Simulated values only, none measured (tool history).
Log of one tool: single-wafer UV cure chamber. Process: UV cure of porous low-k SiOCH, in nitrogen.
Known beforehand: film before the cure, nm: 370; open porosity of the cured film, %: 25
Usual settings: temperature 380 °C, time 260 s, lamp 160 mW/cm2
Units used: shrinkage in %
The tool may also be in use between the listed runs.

| run | day | temperature | time | lamp | shrinkage |
|---|---|---|---|---|---|
| 1 | 0 | 390 | 260 | 170 | 14.739 |
| 2 | 3.829 | 390 | 260 | 170 | 14.093 |
| 3 | 5.767 | 380 | 260 | 160 | 13.444 |
| 4 | 9.096 | 380 | 260 | 160 | 13.779 |
| 5 | 10.858 | 380 | 260 | 160 | 14.07 |
| 6 | 14.183 | 380 | 260 | 160 | 14.218 |
| 7 | 17.354 | 380 | 260 | 160 | 14.006 |
| 8 | 20.017 | 380 | 260 | 160 | 13.727 |
|  | 21.75 | quartz window cleaned |
| 9 | 23.533 | 380 | 260 | 180 | 14.417 |
| 10 | 25.608 | 380 | 260 | 180 | 13.778 |
| 11 | 27.404 | 380 | 260 | 180 | 14.408 |
| 12 | 34.483 | 380 | 260 | 160 | 13.689 |
| 13 | 38.654 | 380 | 260 | 160 | 13.151 |
|  | 39.962 | quartz window cleaned |
| 14 | 40.479 | 380 | 370 | 160 | 15.036 |
|  | 42.429 | UV bulbs replaced |
| 15 | 42.729 | 380 | 360 | 182 | 15.787 |
| 16 | 44.592 | 380 | 260 | 160 | 13.639 |
| 17 | 48.754 | 380 | 260 | 160 | 14.038 |
| 18 | 51.712 | 396 | 135 | 190 | 11.77 |
| 19 | 53.321 | 380 | 185 | 160 | 12.196 |
| 20 | 55.542 | 368 | 215 | 137 | 12.064 |
| 21 | 58.383 | 380 | 260 | 175 | 14.047 |
|  | 61.75 | quartz window cleaned |
| 22 | 61.992 | 374 | 345 | 160 | 14.506 |
| 23 | 65.492 | 380 | 390 | 141 | 15.319 |
| 24 | 68.962 | 368 | 260 | 160 | 13.434 |
| 25 | 72.867 | 391 | 260 | 126 | 12.713 |
| 26 | 76.725 | 400 | 125 | 196 | 11.69 |

State the hidden condition of the tool at each of the runs:
lamp output below its setpoint, %: 0 across all the runs
transmission lost against a clean window, %: 0 across all the runs
